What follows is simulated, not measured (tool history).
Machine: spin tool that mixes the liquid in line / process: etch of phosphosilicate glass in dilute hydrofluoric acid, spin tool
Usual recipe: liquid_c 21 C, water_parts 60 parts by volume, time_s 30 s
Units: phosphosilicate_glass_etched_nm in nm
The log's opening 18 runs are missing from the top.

run   hour  liquid_c  water_parts  time_s  read-back film thickness of the phosphosilicate glass reference wafer, read on the same gauge (nm)  phosphosilicate_glass_etched_nm
     469.9  -- thermometer replaced
     481.8  -- hydrofluoric acid flow meter replaced
     483.7  -- gauge calibrated
 19  486.8        21           60      30                                                                                              140.02                            90.95
 20  509.8        21           60      30                                                                                                 140                            89.89
 21  525.1        21           50      20                                                                                              140.02                            73.51
 22  544.7        21           60      30                                                                                              140.02                            90.63
 23  577.6        18           60      15                                                                                              140.02                            40.02
 24    601      19.5           60      45                                                                                              139.99                           127.06
 25  618.7        21           60      30                                                                                                 140                            90.43
 26  681.7        21           60      30                                                                                              139.94                            90.67
 27  703.1        21           60      30                                                                                              140.01                             90.8
 28  726.5        26           85      30                                                                                              140.02                            76.01
 29  743.9        24           35      15                                                                                              139.99                            90.75
 30  760.2        21           60      30                                                                                              139.96                            90.19
 31  794.7        17           60      30                                                                                              140.01                            76.61
 32  821.8        21           60      45                                                                                              139.99                           136.14
 33  844.5        17           30      25                                                                                              140.01                           132.89

Run 34 has not been measured yet. What should we expect?
 34  867.8      17.5           60      15                                                                                                   ?                                ?

For run 34 the tool returned read-back film thickness of the phosphosilicate glass reference wafer, read on the same gauge (nm) 139.98, phosphosilicate_glass_etched_nm 38.95 nm.
The same run, on a tool lacking any hidden state, would have yielded phosphosilicate_glass_etched_nm 38.95 nm.

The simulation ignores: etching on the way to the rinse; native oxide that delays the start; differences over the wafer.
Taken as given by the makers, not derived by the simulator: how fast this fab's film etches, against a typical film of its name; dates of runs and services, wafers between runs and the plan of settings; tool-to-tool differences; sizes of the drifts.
